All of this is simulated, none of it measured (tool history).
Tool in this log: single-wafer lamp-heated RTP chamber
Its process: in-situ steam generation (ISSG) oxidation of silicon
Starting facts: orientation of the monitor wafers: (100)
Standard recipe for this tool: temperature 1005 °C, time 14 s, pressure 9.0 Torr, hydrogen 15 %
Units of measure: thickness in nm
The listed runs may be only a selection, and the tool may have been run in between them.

run     day  temperature  time  pressure  hydrogen  wafers since the last listed run  wafers since the last pyrometer calibration  hours since the pressure gauge was zeroed  hours since the hydrogen flow controller was replaced  hours since the gauge calibration  read-back reference wafer on the same gauge, thickness  thickness
  1   0.000         1005    16       9.0        15                                 0                                         4843                                     1713.3                                                 4146.9                              687.4                                                   3.521      4.619
  2   1.392         1005    16       9.0        15                               231                                         5074                                     1746.7                                                 4180.3                              720.8                                                   3.522      4.609
  3   2.421         1005    14       9.0        11                               171                                         5246                                     1771.4                                                 4205.0                              745.5                                                   3.519      4.075
  4   3.854         1005    14       9.0        15                               238                                         5484                                     1805.8                                                 4239.4                              779.9                                                   3.519      4.361
  5   4.779         1005    14       9.0        15                               153                                         5638                                     1828.0                                                 4261.6                              802.1                                                   3.523      4.364
  6   5.979         1005    14       9.0        15                               199                                         5838                                     1856.8                                                 4290.4                              830.9                                                   3.518      4.366
      6.667  -- hydrogen flow controller replaced
  7   6.996         1005    12       8.5        15                               113                                         5952                                     1881.2                                                    7.9                              855.3                                                   3.518      4.110
  8   7.700         1005    11       9.0        15                               117                                         6069                                     1898.1                                                   24.8                              872.2                                                   3.520      3.900
      9.421  -- pyrometer window cleaned and pyrometer calibrated
  9   9.442         1005    11       9.0        15                               234                                            3                                     1939.9                                                   66.6                              914.0                                                   3.521      3.790
 10   9.988         1005    14       9.0        15                                90                                           94                                     1953.0                                                   79.7                              927.1                                                   3.523      4.222
 11  10.821         1005    14       9.0        15                               138                                          233                                     1973.0                                                   99.7                              947.1                                                   3.515      4.241
 12  11.829         1013    19       9.0        15                               167                                          400                                     1997.2                                                  123.9                              971.3                                                   3.523      5.060
 13  12.817         1017    14      10.0        15                               164                                          565                                     2020.9                                                  147.6                              995.0                                                   3.524      4.399
 14  13.329         1005    14       9.0        15                                85                                          650                                     2033.2                                                  159.9                             1007.3                                                   3.520      4.216
     13.729  -- gauge calibrated
 15  14.533         1005    11       9.0        11                               200                                          850                                     2062.1                                                  188.8                               19.3                                                   3.519      3.571
 16  15.400         1018    16      10.2        20                               144                                          995                                     2082.9                                                  209.6                               40.1                                                   3.519      4.983
 17  16.067         1005    14       9.0        15                               110                                         1106                                     2098.9                                                  225.6                               56.1                                                   3.518      4.253
 18  17.192         1005    12       9.0        15                               187                                         1293                                     2125.9                                                  252.6                               83.1                                                   3.521      3.977
 19  18.496          989    14      10.2        12                               217                                         1510                                     2157.2                                                  283.9                              114.4                                                   3.520      3.764
 20  19.721         1005    14       9.0        15                               203                                         1714                                     2186.6                                                  313.3                              143.8                                                   3.519      4.283
 21  20.829         1014    14       7.9        21                               184                                         1898                                     2213.2                                                  339.9                              170.4                                                   3.522      4.828
 22  21.562         1005    14      10.2        23                               122                                         2020                                     2230.8                                                  357.5                              188.0                                                   3.519      4.614
 23  22.258         1005    10       9.0        15                               115                                         2136                                     2247.5                                                  374.2                              204.7                                                   3.520      3.677
     24.012  -- pressure gauge zeroed
 24  24.033          988    14       9.0        11                               239                                         2376                                        0.5                                                  416.8                              247.3                                                   3.521      3.779
 25  24.425         1012    10       9.0        23                                65                                         2441                                        9.9                                                  426.2                              256.7                                                   3.521      4.203
 26  28.079         1005    14       9.0        15                               608                                         3049                                       97.6                                                  513.9                              344.4                                                   3.520      4.303
 27  28.600          991    14      10.2        15                                86                                         3136                                      110.1                                                  526.4                              356.9                                                   3.520      4.022
 28  29.954         1005    16       9.0        11                               225                                         3361                                      142.6                                                  558.9                              389.4                                                   3.519      4.308
 29  30.608         1015    14       9.0        11                               108                                         3470                                      158.3                                                  574.6                              405.1                                                   3.519      4.240
 30  32.079         1005    14       9.0        15                               244                                         3715                                      193.6                                                  609.9                              440.4                                                   3.518      4.335
 31  32.629         1005    18      10.2        15                                91                                         3806                                      206.8                                                  623.1                              453.6                                                   3.520      4.829
 32  33.575         1005    12       9.0        20                               157                                         3963                                      229.5                                                  645.8                              476.3                                                   3.521      4.323

3 ways to go on from here, each from the tool as it stands after run 32. What would each give?
  A  33.592         1005    14       9.0        15                                 2                                         3966                                      229.9                                                  646.2                              476.7                                                       ?          ?
  B  33.592         1000     9       9.6        19                                 2                                         3966                                      229.9                                                  646.2                              476.7                                                       ?          ?
  C  33.592          989    14      10.2        15                                 2                                         3966                                      229.9                                                  646.2                              476.7                                                       ?          ?

run  read-back reference wafer on the same gauge, thickness  thickness
  A                                                   3.516      4.353
  B                                                   3.516      3.679
  C                                                   3.516      4.031
Stripped of hidden state, with their random variation kept, the same runs would have yielded:
run  thickness
  A      4.242
  B      3.602
  C      3.939
